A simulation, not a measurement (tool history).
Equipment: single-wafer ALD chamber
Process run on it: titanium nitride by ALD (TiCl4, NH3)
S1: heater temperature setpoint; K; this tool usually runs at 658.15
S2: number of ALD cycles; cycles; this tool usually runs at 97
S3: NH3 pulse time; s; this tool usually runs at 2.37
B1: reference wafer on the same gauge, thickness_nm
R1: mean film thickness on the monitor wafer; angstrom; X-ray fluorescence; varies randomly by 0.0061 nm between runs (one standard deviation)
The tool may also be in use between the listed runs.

run     day      S1   S2    S3     B1     R1
  1   0.000  658.15  108  2.37  1.971  27.29
  2   0.579  658.15  108  2.37  1.970  27.28
  3   1.288  658.15   97  2.37  1.971  24.53
  4   2.575  658.15   97  2.37  1.970  24.64
  5   3.525  658.15   97  2.37  1.969  24.59
  6   4.183  650.15   97  2.37  1.971  24.37
  7   4.867  650.15   97  2.37  1.971  24.45
  8   7.204  650.15   97  2.37  1.971  24.40
  9   7.996  658.15   97  2.37  1.970  24.51
 10   9.379  658.15   85  2.63  1.969  21.45
 11  10.671  658.15   85  2.63  1.969  21.63
 12  11.592  658.15   85  2.63  1.971  21.53
 13  12.379  665.15   97  2.37  1.971  24.60
 14  13.850  658.15   97  2.37  1.971  24.57
 15  14.758  653.15   97  2.37  1.970  24.42
 16  15.358  653.15   97  2.37  1.972  24.43
 17  15.904  658.15  101  2.37  1.969  25.48
 18  16.479  658.15  101  2.37  1.969  25.57
 19  17.658  664.15   97  2.93  1.970  24.74
 20  18.542  652.15   97  3.04  1.970  24.63
 21  19.796  658.15   92  1.50  1.970  23.01
     21.008  -- showerhead replaced
 22  21.029  658.15   97  3.01  1.970  24.74
 23  22.167  658.15   97  2.37  1.971  24.49
 24  23.229  658.15   97  2.37  1.969  24.46
     23.917  -- gauge calibrated
 25  24.142  652.15   97  2.37  1.970  24.42
 26  25.467  658.15   97  3.24  1.969  24.69
     26.346  -- thermocouple changed; heater temperature recalibrated
 27  26.367  658.15   97  3.07  1.972  24.74
 28  27.804  673.15  104  2.37  1.970  26.63
 29  28.821  658.15   97  2.37  1.970  24.52
 30  29.554  651.15   97  1.58  1.969  24.26
 31  30.733  664.15   84  2.37  1.970  21.29
 32  31.296  665.15   90  2.37  1.970  22.83
 33  35.450  665.15   97  1.84  1.970  24.50
 34  36.133  658.15  104  2.37  1.969  26.31
 35  37.604  658.15   97  2.37  1.969  24.62
 36  38.908  658.15   97  2.37  1.971  24.51
 37  39.800  648.15   90  1.82  1.970  22.29
 38  40.546  658.15   97  1.73  1.969  24.36
 39  41.179  658.15   97  2.37  1.968  24.56
 40  42.075  658.15   97  2.37  1.970  24.42
 41  42.946  658.15   97  1.82  1.970  24.28

Alternative continuations, all from the tool just after run 41; predict every row:
  A  42.971  658.15   97  2.37   ?   ?
  B  42.971  658.15  111  3.30   ?   ?
  C  42.971  658.15   87  2.82   ?   ?

run     B1     R1
  A  1.971  24.51
  B  1.971  28.31
  C  1.971  22.09
Take away the tool's hidden state, keep each run's random variation, and the runs would have read:
run     R1
  A  24.51
  B  28.31
  C  22.09

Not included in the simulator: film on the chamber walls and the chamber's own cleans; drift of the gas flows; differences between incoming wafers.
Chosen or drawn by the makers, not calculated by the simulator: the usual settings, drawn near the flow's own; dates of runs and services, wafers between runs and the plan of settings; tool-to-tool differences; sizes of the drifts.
